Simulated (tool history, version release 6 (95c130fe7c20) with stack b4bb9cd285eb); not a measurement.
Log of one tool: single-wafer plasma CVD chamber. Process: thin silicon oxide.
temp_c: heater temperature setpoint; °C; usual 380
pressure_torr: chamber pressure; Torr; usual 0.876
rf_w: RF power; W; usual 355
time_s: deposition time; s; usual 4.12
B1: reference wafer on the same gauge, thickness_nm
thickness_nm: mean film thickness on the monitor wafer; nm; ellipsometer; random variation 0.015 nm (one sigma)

{"run": 1, "hour": 0.0, "temp_c": 380, "pressure_torr": 0.876, "rf_w": 355, "time_s": 4.12, "B1": 6.729, "thickness_nm": 8.551}
{"run": 2, "hour": 15.9, "temp_c": 380, "pressure_torr": 0.876, "rf_w": 355, "time_s": 4.12, "B1": 6.733, "thickness_nm": 8.558}
{"run": 3, "hour": 32.4, "temp_c": 380, "pressure_torr": 0.876, "rf_w": 355, "time_s": 4.12, "B1": 6.731, "thickness_nm": 8.567}
{"run": 4, "hour": 41.6, "temp_c": 380, "pressure_torr": 0.876, "rf_w": 355, "time_s": 4.12, "B1": 6.734, "thickness_nm": 8.562}
{"run": 5, "hour": 50.0, "temp_c": 380, "pressure_torr": 0.876, "rf_w": 355, "time_s": 4.12, "B1": 6.731, "thickness_nm": 8.55}
{"run": 6, "hour": 78.2, "temp_c": 380, "pressure_torr": 0.876, "rf_w": 355, "time_s": 4.12, "B1": 6.728, "thickness_nm": 8.601}
{"run": 7, "hour": 118.0, "temp_c": 380, "pressure_torr": 0.876, "rf_w": 355, "time_s": 4.12, "B1": 6.732, "thickness_nm": 8.555}
{"run": 8, "hour": 126.9, "temp_c": 380, "pressure_torr": 0.876, "rf_w": 355, "time_s": 4.12, "B1": 6.73, "thickness_nm": 8.576}
{"hour": 141.4, "done": "RF generator calibrated"}
{"run": 9, "hour": 143.7, "temp_c": 385, "pressure_torr": 0.978, "rf_w": 415, "time_s": 3.5, "B1": 6.729, "thickness_nm": 8.128}
{"run": 10, "hour": 149.9, "temp_c": 380, "pressure_torr": 0.876, "rf_w": 355, "time_s": 4.12, "B1": 6.728, "thickness_nm": 8.565}
{"run": 11, "hour": 157.4, "temp_c": 370, "pressure_torr": 0.876, "rf_w": 355, "time_s": 4.12, "B1": 6.728, "thickness_nm": 8.619}
{"run": 12, "hour": 167.6, "temp_c": 380, "pressure_torr": 0.876, "rf_w": 355, "time_s": 4.12, "B1": 6.734, "thickness_nm": 8.548}
{"hour": 173.2, "done": "gauge calibrated"}
{"hour": 181.0, "done": "thermocouple changed; heater temperature recalibrated"}
{"hour": 184.4, "done": "showerhead replaced, of another model than before"}
{"run": 13, "hour": 184.9, "temp_c": 374, "pressure_torr": 0.876, "rf_w": 395, "time_s": 4.73, "B1": 6.729, "thickness_nm": 10.63}
{"run": 14, "hour": 200.5, "temp_c": 374, "pressure_torr": 0.876, "rf_w": 355, "time_s": 4.56, "B1": 6.731, "thickness_nm": 9.7}
{"hour": 219.0, "done": "capacitance manometer re-zeroed and calibrated"}
{"run": 15, "hour": 219.5, "temp_c": 380, "pressure_torr": 0.876, "rf_w": 355, "time_s": 4.89, "B1": 6.731, "thickness_nm": 9.723}
{"run": 16, "hour": 226.4, "temp_c": 387, "pressure_torr": 0.876, "rf_w": 330, "time_s": 4.12, "B1": 6.73, "thickness_nm": 7.825}
{"run": 17, "hour": 243.9, "temp_c": 380, "pressure_torr": 0.876, "rf_w": 355, "time_s": 4.12, "B1": 6.731, "thickness_nm": 8.247}
{"run": 18, "hour": 255.3, "temp_c": 365, "pressure_torr": 0.876, "rf_w": 420, "time_s": 4.12, "B1": 6.733, "thickness_nm": 9.06}
{"run": 19, "hour": 270.2, "temp_c": 370, "pressure_torr": 0.983, "rf_w": 320, "time_s": 4.72, "B1": 6.731, "thickness_nm": 9.837}
{"run": 20, "hour": 276.4, "temp_c": 385, "pressure_torr": 0.876, "rf_w": 395, "time_s": 3.64, "B1": 6.731, "thickness_nm": 7.655}
{"run": 21, "hour": 286.4, "temp_c": 380, "pressure_torr": 0.876, "rf_w": 355, "time_s": 4.77, "B1": 6.728, "thickness_nm": 9.504}
{"run": 22, "hour": 294.1, "temp_c": 380, "pressure_torr": 0.876, "rf_w": 305, "time_s": 4.12, "B1": 6.729, "thickness_nm": 7.479}
{"run": 23, "hour": 307.0, "temp_c": 380, "pressure_torr": 0.876, "rf_w": 355, "time_s": 4.72, "B1": 6.731, "thickness_nm": 9.486}
{"run": 24, "hour": 321.1, "temp_c": 380, "pressure_torr": 0.876, "rf_w": 355, "time_s": 3.44, "B1": 6.729, "thickness_nm": 6.89}
{"run": 25, "hour": 330.5, "temp_c": 366, "pressure_torr": 0.876, "rf_w": 355, "time_s": 4.12, "B1": 6.731, "thickness_nm": 8.337}
{"run": 26, "hour": 343.8, "temp_c": 380, "pressure_torr": 0.876, "rf_w": 355, "time_s": 4.12, "B1": 6.728, "thickness_nm": 8.281}
{"run": 27, "hour": 357.1, "temp_c": 380, "pressure_torr": 1.042, "rf_w": 415, "time_s": 4.4, "B1": 6.728, "thickness_nm": 11.016}
{"run": 28, "hour": 368.3, "temp_c": 388, "pressure_torr": 0.876, "rf_w": 355, "time_s": 4.12, "B1": 6.73, "thickness_nm": 8.225}
{"run": 29, "hour": 382.9, "temp_c": 380, "pressure_torr": 0.876, "rf_w": 355, "time_s": 4.12, "B1": 6.73, "thickness_nm": 8.297}
{"run": 30, "hour": 390.9, "temp_c": 369, "pressure_torr": 1.067, "rf_w": 295, "time_s": 4.12, "B1": 6.727, "thickness_nm": 8.606}

What the log doesn't show, run by run:
wafer temperature above the value expected at the setpoint (K): 0 in every run
delivered RF power above the setpoint (%): 0 in every run
gauge reads high (%): 0 in every run
H1: true pressure above the setpoint (%)
run=1 H1=7.69
run=2 H1=7.7
run=3 H1=7.7
run=4 H1=7.71
run=5 H1=7.71
run=6 H1=7.72
run=7 H1=7.74
run=8 H1=7.74
run=9 H1=7.75
run=10 H1=7.75
run=11 H1=7.76
run=12 H1=7.76
run=13 H1=7.77
run=14 H1=7.77
run=15 H1=0.501
run=16 H1=0.559
run=17 H1=0.704
run=18 H1=0.798
run=19 H1=0.918
run=20 H1=0.968
run=21 H1=1.05
run=22 H1=1.11
run=23 H1=1.21
run=24 H1=1.32
run=25 H1=1.39
run=26 H1=1.49
run=27 H1=1.58
run=28 H1=1.67
run=29 H1=1.77
run=30 H1=1.83
